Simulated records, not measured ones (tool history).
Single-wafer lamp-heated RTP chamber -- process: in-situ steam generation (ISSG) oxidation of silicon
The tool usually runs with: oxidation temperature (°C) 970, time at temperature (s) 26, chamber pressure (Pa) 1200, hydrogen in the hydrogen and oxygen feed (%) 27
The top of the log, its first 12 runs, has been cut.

run     day  oxidation temperature (°C)  time at temperature (s)  chamber pressure (Pa)  hydrogen in the hydrogen and oxygen feed (%)  wafers since the last listed run  wafers since the last pyrometer calibration  hours since the pressure gauge was zeroed  hours since the hydrogen flow controller was replaced  hours since the gauge calibration  read-back reference wafer on the same gauge, thickness  oxide thickness on the monitor wafer (Å)
 13  26.000                         976                       32                   1347                                            32                               368                                          679                                     2378.9                                                  279.5                             1273.0                                                   4.627                                     65.93
 14  28.558                         959                       26                   1013                                            19                               566                                         1246                                     2440.3                                                  340.9                             1334.4                                                   4.630                                     51.34
 15  30.979                         979                       20                   1200                                            20                               536                                         1782                                     2498.4                                                  399.0                             1392.5                                                   4.630                                     49.47
 16  33.321                         970                       26                   1200                                            27                               518                                         2300                                     2554.6                                                  455.2                             1448.7                                                   4.631                                     57.79
 17  34.892                         970                       26                   1293                                            32                               347                                         2648                                     2592.3                                                  492.9                             1486.4                                                   4.629                                     59.39
     35.171  -- gauge calibrated
     35.704  -- pressure gauge zeroed
 18  36.508                         970                       26                   1200                                            27                               284                                         2932                                       19.3                                                  531.7                               32.1                                                   4.631                                     57.71
 19  39.438                         970                       26                   1200                                            27                               648                                         3581                                       89.6                                                  602.0                              102.4                                                   4.631                                     57.63
 20  47.708                         970                       26                   1200                                            27                              1831                                         5412                                      288.1                                                  800.5                              300.9                                                   4.629                                     57.99
     49.471  -- pyrometer window cleaned and pyrometer calibrated
 21  49.700                         970                       26                   1293                                            19                               367                                           50                                      335.9                                                  848.3                              348.7                                                   4.632                                     52.53

What does the tool deliver on the next run?
 22  51.038                         970                       26                   1200                                            19                               296                                          347                                      368.0                                                  880.4                              380.8                                                       ?                                         ?

read-back reference wafer on the same gauge, thickness: 4.630
oxide thickness on the monitor wafer (Å): 52.98
Minus the tool's unlogged condition, the same run would have read oxide thickness on the monitor wafer (Å) 52.86.
